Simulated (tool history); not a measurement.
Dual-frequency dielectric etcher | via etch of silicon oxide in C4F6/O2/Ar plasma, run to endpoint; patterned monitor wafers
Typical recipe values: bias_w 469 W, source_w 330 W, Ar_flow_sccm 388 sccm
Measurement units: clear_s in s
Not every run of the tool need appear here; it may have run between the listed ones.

run,day,bias_w,source_w,Ar_flow_sccm,"incoming incoming film thickness, nm",clear_s
1,0,469,330,388,72.3,18.3
2,2.9,469,330,388,71.9,18.1
3,5.808,407,330,318,72.6,18.2
4,10.075,407,330,318,72.7,18.2
# day 13.7: upper electrode replaced
5,13.721,407,330,318,72.6,18
# day 15.529: Ar flow controller replaced
# day 15.542: wet clean of the chamber
6,15.596,469,330,388,71.6,18.1
7,17.771,469,330,388,72.1,18.1
8,20.042,469,330,388,72.6,18.3
# day 22.162: bias power generator calibrated
9,24.112,469,330,388,72.3,18
10,26.396,469,330,388,73.2,18.2
11,30.458,469,330,388,71.7,17.8
12,32.946,469,400,291,72.4,15.7
# day 34.462: wet clean of the chamber
13,35.496,469,330,360,73.1,18.5
14,37.212,469,330,388,71.6,18.2
15,40.242,469,330,388,72.4,18.3
16,42.588,469,300,388,72.5,19.1
17,44.467,469,330,416,71.5,18.1
18,46.171,425,270,291,72.4,19.9
19,49.771,376,280,360,72,20.4

Run 20 has not been measured yet. What should we expect?
# day 52.967: wet clean of the chamber
20,52.988,469,360,388,72.8,?

clear_s: 17.5 s
Take away the tool's hidden state, keep the run-to-run variation as it was, and the same run would have given clear_s 17.9 s.
